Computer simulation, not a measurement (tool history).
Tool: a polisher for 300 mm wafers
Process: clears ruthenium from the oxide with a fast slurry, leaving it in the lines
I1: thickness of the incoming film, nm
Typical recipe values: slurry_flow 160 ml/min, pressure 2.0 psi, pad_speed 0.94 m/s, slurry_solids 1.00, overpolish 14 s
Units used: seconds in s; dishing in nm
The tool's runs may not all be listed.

{"run": 1, "day": 0.0, "slurry_flow": 160, "pressure": 2.0, "pad_speed": 0.94, "slurry_solids": 0.85, "overpolish": 14, "I1": 238.0, "seconds": 79.7, "dishing": 31.0}
{"day": 0.95, "done": "worn pad replaced by a new one"}
{"run": 2, "day": 2.346, "slurry_flow": 160, "pressure": 2.0, "pad_speed": 0.94, "slurry_solids": 0.85, "overpolish": 14, "I1": 236.4, "seconds": 73.7, "dishing": 31.6}
{"run": 3, "day": 6.362, "slurry_flow": 160, "pressure": 2.0, "pad_speed": 0.74, "slurry_solids": 1.0, "overpolish": 14, "I1": 241.5, "seconds": 93.3, "dishing": 26.4}
{"day": 7.825, "done": "slurry nozzle cleaned"}
{"run": 4, "day": 9.204, "slurry_flow": 160, "pressure": 2.0, "pad_speed": 0.94, "slurry_solids": 1.0, "overpolish": 14, "I1": 237.1, "seconds": 71.1, "dishing": 32.1}
{"run": 5, "day": 13.521, "slurry_flow": 160, "pressure": 2.0, "pad_speed": 0.94, "slurry_solids": 1.0, "overpolish": 14, "I1": 238.9, "seconds": 72.4, "dishing": 32.9}
{"run": 6, "day": 16.975, "slurry_flow": 160, "pressure": 2.0, "pad_speed": 0.94, "slurry_solids": 1.0, "overpolish": 20, "I1": 244.2, "seconds": 76.1, "dishing": 39.2}
{"run": 7, "day": 21.404, "slurry_flow": 160, "pressure": 2.0, "pad_speed": 0.94, "slurry_solids": 1.0, "overpolish": 20, "I1": 242.2, "seconds": 73.7, "dishing": 40.9}
{"day": 24.862, "done": "worn pad replaced by a new one"}
{"run": 8, "day": 24.883, "slurry_flow": 160, "pressure": 2.0, "pad_speed": 0.94, "slurry_solids": 1.0, "overpolish": 14, "I1": 240.0, "seconds": 75.2, "dishing": 31.1}
{"day": 26.567, "done": "slurry blender recalibrated"}
{"run": 9, "day": 27.367, "slurry_flow": 185, "pressure": 2.0, "pad_speed": 0.94, "slurry_solids": 1.0, "overpolish": 14, "I1": 240.7, "seconds": 74.0, "dishing": 32.8}
{"day": 28.429, "done": "head pressure recalibrated"}
{"run": 10, "day": 29.008, "slurry_flow": 125, "pressure": 2.0, "pad_speed": 0.94, "slurry_solids": 0.75, "overpolish": 18, "I1": 239.4, "seconds": 86.8, "dishing": 33.5}
{"run": 11, "day": 31.812, "slurry_flow": 120, "pressure": 2.0, "pad_speed": 0.94, "slurry_solids": 1.0, "overpolish": 14, "I1": 240.3, "seconds": 77.6, "dishing": 31.0}
{"run": 12, "day": 35.225, "slurry_flow": 160, "pressure": 2.0, "pad_speed": 0.94, "slurry_solids": 1.0, "overpolish": 20, "I1": 240.7, "seconds": 76.0, "dishing": 41.8}
{"day": 37.312, "done": "slurry nozzle cleaned"}
{"run": 13, "day": 38.804, "slurry_flow": 160, "pressure": 1.8, "pad_speed": 0.94, "slurry_solids": 1.0, "overpolish": 14, "I1": 241.2, "seconds": 84.8, "dishing": 30.0}
{"run": 14, "day": 41.175, "slurry_flow": 160, "pressure": 2.0, "pad_speed": 0.82, "slurry_solids": 1.0, "overpolish": 14, "I1": 241.7, "seconds": 84.8, "dishing": 28.5}
{"run": 15, "day": 43.921, "slurry_flow": 160, "pressure": 2.0, "pad_speed": 0.94, "slurry_solids": 1.25, "overpolish": 7, "I1": 239.5, "seconds": 67.3, "dishing": 19.7}
{"run": 16, "day": 45.858, "slurry_flow": 160, "pressure": 2.0, "pad_speed": 0.94, "slurry_solids": 1.3, "overpolish": 14, "I1": 236.9, "seconds": 65.9, "dishing": 34.1}
{"run": 17, "day": 48.262, "slurry_flow": 160, "pressure": 2.0, "pad_speed": 0.94, "slurry_solids": 1.0, "overpolish": 14, "I1": 240.4, "seconds": 72.9, "dishing": 32.4}
{"day": 50.888, "done": "slurry blender recalibrated"}
{"run": 18, "day": 52.038, "slurry_flow": 160, "pressure": 1.7, "pad_speed": 0.64, "slurry_solids": 0.9, "overpolish": 14, "I1": 241.1, "seconds": 134.6, "dishing": 19.9}
{"run": 19, "day": 54.471, "slurry_flow": 135, "pressure": 2.5, "pad_speed": 0.94, "slurry_solids": 1.0, "overpolish": 18, "I1": 238.6, "seconds": 62.0, "dishing": 42.2}
{"day": 54.929, "done": "worn pad replaced by a new one"}
{"run": 20, "day": 57.996, "slurry_flow": 160, "pressure": 2.0, "pad_speed": 0.94, "slurry_solids": 1.0, "overpolish": 14, "I1": 244.2, "seconds": 73.4, "dishing": 31.8}
{"run": 21, "day": 59.954, "slurry_flow": 140, "pressure": 1.7, "pad_speed": 0.94, "slurry_solids": 1.0, "overpolish": 14, "I1": 241.4, "seconds": 88.8, "dishing": 28.1}
{"day": 62.867, "done": "slurry nozzle cleaned"}
{"run": 22, "day": 64.3, "slurry_flow": 160, "pressure": 2.0, "pad_speed": 0.94, "slurry_solids": 1.15, "overpolish": 14, "I1": 240.6, "seconds": 71.9, "dishing": 33.0}
{"run": 23, "day": 66.558, "slurry_flow": 125, "pressure": 2.0, "pad_speed": 0.74, "slurry_solids": 1.3, "overpolish": 19, "I1": 236.2, "seconds": 89.7, "dishing": 35.4}
{"day": 74.521, "done": "slurry blender recalibrated"}
{"run": 24, "day": 75.354, "slurry_flow": 160, "pressure": 2.0, "pad_speed": 0.72, "slurry_solids": 1.0, "overpolish": 14, "I1": 236.9, "seconds": 94.3, "dishing": 25.7}
{"run": 25, "day": 78.692, "slurry_flow": 160, "pressure": 2.0, "pad_speed": 0.94, "slurry_solids": 1.0, "overpolish": 18, "I1": 237.7, "seconds": 71.8, "dishing": 38.3}
{"run": 26, "day": 81.138, "slurry_flow": 160, "pressure": 1.7, "pad_speed": 0.94, "slurry_solids": 1.0, "overpolish": 8, "I1": 238.8, "seconds": 85.2, "dishing": 17.1}
{"day": 83.1, "done": "worn pad replaced by a new one"}
{"run": 27, "day": 84.683, "slurry_flow": 160, "pressure": 1.4, "pad_speed": 1.16, "slurry_solids": 1.0, "overpolish": 20, "I1": 239.9, "seconds": 85.5, "dishing": 37.2}
{"day": 85.546, "done": "slurry nozzle cleaned"}
{"day": 88.308, "done": "head pressure recalibrated"}
{"run": 28, "day": 88.95, "slurry_flow": 160, "pressure": 2.0, "pad_speed": 0.94, "slurry_solids": 1.0, "overpolish": 14, "I1": 239.9, "seconds": 74.3, "dishing": 30.8}

Forecast each of these 4 alternatives for the next run:
{"run": "A", "day": 88.971, "slurry_flow": 160, "pressure": 2.0, "pad_speed": 0.64, "slurry_solids": 1.0, "overpolish": 14, "I1": 239.9, "seconds": "?", "dishing": "?"}
{"run": "B", "day": 88.971, "slurry_flow": 180, "pressure": 2.3, "pad_speed": 1.1, "slurry_solids": 1.3, "overpolish": 14, "I1": 239.9, "seconds": "?", "dishing": "?"}
{"run": "C", "day": 88.971, "slurry_flow": 160, "pressure": 2.4, "pad_speed": 0.94, "slurry_solids": 1.0, "overpolish": 14, "I1": 239.9, "seconds": "?", "dishing": "?"}
{"run": "D", "day": 88.971, "slurry_flow": 160, "pressure": 2.0, "pad_speed": 0.94, "slurry_solids": 1.0, "overpolish": 11, "I1": 239.9, "seconds": "?", "dishing": "?"}

run=A seconds=108.6 dishing=23.7
run=B seconds=49.4 dishing=42.6
run=C seconds=61.6 dishing=36.7
run=D seconds=73.9 dishing=26.6
With the hidden condition removed and each run's random variation left untouched, the same runs would have given:
run=A seconds=108.6 dishing=23.7
run=B seconds=49.4 dishing=42.6
run=C seconds=61.6 dishing=36.7
run=D seconds=73.9 dishing=26.6

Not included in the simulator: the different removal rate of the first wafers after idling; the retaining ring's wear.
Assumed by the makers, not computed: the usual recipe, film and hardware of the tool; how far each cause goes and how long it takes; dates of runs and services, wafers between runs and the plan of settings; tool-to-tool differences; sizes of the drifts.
